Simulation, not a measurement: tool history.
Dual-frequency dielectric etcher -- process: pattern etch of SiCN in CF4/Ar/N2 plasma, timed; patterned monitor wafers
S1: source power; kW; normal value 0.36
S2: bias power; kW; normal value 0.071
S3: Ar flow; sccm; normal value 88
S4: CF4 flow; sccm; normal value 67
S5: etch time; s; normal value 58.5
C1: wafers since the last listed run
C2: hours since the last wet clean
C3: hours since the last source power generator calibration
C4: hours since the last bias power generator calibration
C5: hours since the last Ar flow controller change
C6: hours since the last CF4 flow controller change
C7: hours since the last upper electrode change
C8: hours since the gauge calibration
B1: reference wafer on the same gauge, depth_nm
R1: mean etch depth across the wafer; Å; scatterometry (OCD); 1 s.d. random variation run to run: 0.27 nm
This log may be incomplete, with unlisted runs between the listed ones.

Run 1, hour 0: usual settings but S2 0.084 kW; C1 0; C2 3.4; C3 3428.7; C4 3952.4; C5 2951.3; C6 2184.9; C7 4708.6; C8 26.7; B1 41.44. Result: R1 468.3 Å.
At hour 15.2: CF4 flow controller replaced.
Run 2, hour 15.7: usual settings but S2 0.084 kW; C1 143; C2 19.1; C3 3444.4; C4 3968.1; C5 2967; C6 0.5; C7 4724.3; C8 42.4; B1 41.55. Result: R1 465.1 Å.
Run 3, hour 24: usual settings but S2 0.084 kW; C1 122; C2 27.4; C3 3452.7; C4 3976.4; C5 2975.3; C6 8.8; C7 4732.6; C8 50.7; B1 41.39. Result: R1 467.6 Å.
Run 4, hour 30.9: usual settings but S4 79 sccm; C1 101; C2 34.3; C3 3459.6; C4 3983.3; C5 2982.2; C6 15.7; C7 4739.5; C8 57.6; B1 41.6. Result: R1 455.5 Å.
At hour 36.8: source power generator calibrated.
Run 5, hour 43.3: usual settings but S1 0.34 kW, S2 0.084 kW, S3 75 sccm; C1 123; C2 46.7; C3 6.5; C4 3995.7; C5 2994.6; C6 28.1; C7 4751.9; C8 70; B1 41.54. Result: R1 457.2 Å.
At hour 67.6: upper electrode replaced.
Run 6, hour 68.1: usual settings but S1 0.29 kW, S2 0.063 kW, S4 72 sccm; C1 11; C2 71.5; C3 31.3; C4 4020.5; C5 3019.4; C6 52.9; C7 0.5; C8 94.8; B1 41.47. Result: R1 346.5 Å.
Run 7, hour 68.5: usual settings but S2 0.056 kW, S5 71.5 s; C1 5; C2 71.9; C3 31.7; C4 4020.9; C5 3019.8; C6 53.3; C7 0.9; C8 95.2; B1 41.53. Result: R1 506.6 Å.
Run 8, hour 72.5: usual settings; C1 58; C2 75.9; C3 35.7; C4 4024.9; C5 3023.8; C6 57.3; C7 4.9; C8 99.2; B1 41.47. Result: R1 447.8 Å.
Run 9, hour 102.2: usual settings; C1 438; C2 105.6; C3 65.4; C4 4054.6; C5 3053.5; C6 87; C7 34.6; C8 128.9; B1 41.53. Result: R1 446.1 Å.
At hour 115: bias power generator calibrated.
Run 10, hour 115.8: usual settings; C1 141; C2 119.2; C3 79; C4 0.8; C5 3067.1; C6 100.6; C7 48.2; C8 142.5; B1 41.49. Result: R1 444.3 Å.
Run 11, hour 127.7: usual settings but S5 42 s; C1 175; C2 131.1; C3 90.9; C4 12.7; C5 3079; C6 112.5; C7 60.1; C8 154.4; B1 41.5. Result: R1 323 Å.
Run 12, hour 135.4: usual settings but S1 0.3 kW, S4 61 sccm, S5 47 s; C1 113; C2 138.8; C3 98.6; C4 20.4; C5 3086.7; C6 120.2; C7 67.8; C8 162.1; B1 41.53. Result: R1 290.5 Å.
Run 13, hour 149.6: usual settings but S1 0.33 kW, S3 95 sccm; C1 209; C2 153; C3 112.8; C4 34.6; C5 3100.9; C6 134.4; C7 82; C8 176.3; B1 41.47. Result: R1 400.7 Å.
At hour 164: Ar flow controller replaced.
Run 14, hour 197.6: usual settings but S5 50.5 s; C1 619; C2 201; C3 160.8; C4 82.6; C5 33.6; C6 182.4; C7 130; C8 224.3; B1 41.57. Result: R1 386.6 Å.
Run 15, hour 207.2: usual settings but S2 0.063 kW, S3 107 sccm, S4 83 sccm, S5 70.5 s; C1 141; C2 210.6; C3 170.4; C4 92.2; C5 43.2; C6 192; C7 139.6; C8 233.9; B1 41.54. Result: R1 521.6 Å.
Run 16, hour 219.7: usual settings; C1 184; C2 223.1; C3 182.9; C4 104.7; C5 55.7; C6 204.5; C7 152.1; C8 246.4; B1 41.5. Result: R1 451.4 Å.
At hour 222.9: gauge calibrated.
Run 17, hour 235.2: usual settings but S4 51 sccm; C1 228; C2 238.6; C3 198.4; C4 120.2; C5 71.2; C6 220; C7 167.6; C8 12.3; B1 41.51. Result: R1 431.3 Å.
Run 18, hour 242.3: usual settings; C1 104; C2 245.7; C3 205.5; C4 127.3; C5 78.3; C6 227.1; C7 174.7; C8 19.4; B1 41.5. Result: R1 454.1 Å.
Run 19, hour 253.4: usual settings but S2 0.066 kW; C1 163; C2 256.8; C3 216.6; C4 138.4; C5 89.4; C6 238.2; C7 185.8; C8 30.5; B1 41.49. Result: R1 445.9 Å.
Run 20, hour 268: usual settings but S1 0.32 kW, S3 81 sccm, S5 46.5 s; C1 215; C2 271.4; C3 231.2; C4 153; C5 104; C6 252.8; C7 200.4; C8 45.1; B1 41.42. Result: R1 321.7 Å.

State the hidden condition of the tool at each of the runs:
source power that arrives over what is set, %: 0 in every run
bias power that arrives over what is set, %: 0 in every run
Ar flow that arrives over what is set, %: 0 in every run
CF4 flow that arrives over what is set, %: 0 in every run
gauge reads high (%): 0 in every run
H1: etch rate over this chamber's usual, %
run     H1
  1  0.125
  2  0.276
  3  0.356
  4  0.423
  5  0.543
  6  0.782
  7  0.786
  8  0.824
  9   1.11
 10   1.24
 11   1.36
 12   1.43
 13   1.57
 14   2.03
 15   2.12
 16   2.24
 17   2.39
 18   2.46
 19   2.57
 20   2.71
